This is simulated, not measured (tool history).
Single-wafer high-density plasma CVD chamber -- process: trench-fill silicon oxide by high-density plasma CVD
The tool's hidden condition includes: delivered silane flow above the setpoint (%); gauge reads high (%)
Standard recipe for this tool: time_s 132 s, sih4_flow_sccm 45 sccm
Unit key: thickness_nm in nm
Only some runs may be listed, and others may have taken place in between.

run	hour	time_s	sih4_flow_sccm	wafers since the last listed run	hours since the silane flow controller was replaced	hours since the gauge calibration	read-back reference wafer on the same gauge, thickness_nm	thickness_nm
1	0.0	132	45	0	346.1	1346.6	624.934	640.620
2	61.4	132	45	519	407.5	1408.0	624.455	640.205
3	112.7	132	45	433	458.8	1459.3	623.909	637.581
4	363.6	132	45	2121	709.7	1710.2	624.126	644.789
5	439.0	142	45	637	785.1	1785.6	623.119	690.433
6	521.6	112	45	698	867.7	1868.2	624.017	544.874
7	603.9	112	45	695	950.0	1950.5	623.037	542.358
8	654.5	132	45	427	1000.6	2001.1	624.977	652.166
9	728.1	132	45	622	1074.2	2074.7	623.746	651.431
10	783.9	132	45	471	1130.0	2130.5	623.561	644.241
11	849.3	132	45	552	1195.4	2195.9	623.952	647.575
12	940.4	132	45	770	1286.5	2287.0	624.421	656.055
13	1041.1	138	51	851	1387.2	2387.7	623.857	773.712
14	1128.4	132	47	738	1474.5	2475.0	623.546	683.259
15	1211.2	132	47	700	1557.3	2557.8	623.804	680.336
16	1346.4	132	47	1143	1692.5	2693.0	624.108	688.518
17	1473.7	120	39	1076	1819.8	2820.3	624.407	517.606
18	1579.0	120	39	890	1925.1	2925.6	624.380	523.139
19	1653.1	120	39	626	1999.2	2999.7	624.049	519.354
20	1746.8	132	45	792	2092.9	3093.4	624.123	666.426
21	1791.9	132	45	381	2138.0	3138.5	624.123	668.866
22	1834.6	132	45	361	2180.7	3181.2	624.235	665.785
23	1905.8	144	45	602	2251.9	3252.4	624.713	737.001
24	1947.4	132	45	351	2293.5	3294.0	623.282	668.253
# hour 2000.3: silane flow controller replaced
25	2002.2	125	39	395	1.9	3348.8	623.709	522.836
# hour 2029.8: gauge calibrated
26	2087.0	132	45	717	86.7	57.2	624.527	639.786
27	2184.0	132	45	820	183.7	154.2	622.850	638.780
28	2234.9	132	38	430	234.6	205.1	623.440	541.037
29	2491.8	112	38	2172	491.5	462.0	624.879	461.968
30	2537.0	123	39	382	536.7	507.2	624.168	522.034
31	2630.9	143	51	793	630.6	601.1	623.844	786.904
32	2726.3	145	42	806	726.0	696.5	623.770	658.400
33	2832.0	121	45	893	831.7	802.2	624.770	591.849
34	2932.4	132	45	848	932.1	902.6	624.813	646.262
35	2995.8	124	38	536	995.5	966.0	624.289	513.823
36	3073.4	111	53	656	1073.1	1043.6	623.724	645.993
37	3126.3	158	40	447	1126.0	1096.5	624.123	699.071
38	3332.7	110	53	1745	1332.4	1302.9	623.960	635.168
39	3377.1	158	45	375	1376.8	1347.3	623.953	780.220
40	3423.4	110	48	391	1423.1	1393.6	623.056	584.740
41	3463.1	153	50	335	1462.8	1433.3	623.574	846.960
42	3520.9	116	45	488	1520.6	1491.1	623.042	577.345
43	3569.1	118	39	407	1568.8	1539.3	622.868	510.791
44	3673.4	156	41	881	1673.1	1643.6	623.941	705.740
45	3732.5	156	50	499	1732.2	1702.7	623.791	857.447

Branching from run 45: 5 alternative next runs. What would each branch give?
A	3732.9	132	48	3	1732.6	1703.1	?	?
B	3732.9	117	53	3	1732.6	1703.1	?	?
C	3732.9	145	41	3	1732.6	1703.1	?	?
D	3732.9	107	52	3	1732.6	1703.1	?	?
E	3732.9	143	48	3	1732.6	1703.1	?	?

run	read-back reference wafer on the same gauge, thickness_nm	thickness_nm
A	624.068	704.462
B	624.068	689.452
C	624.068	660.989
D	624.068	618.628
E	624.068	763.167
Without the tool's unlogged condition, the same runs would have read:
run	thickness_nm
A	687.947
B	673.289
C	645.493
D	604.125
E	745.276
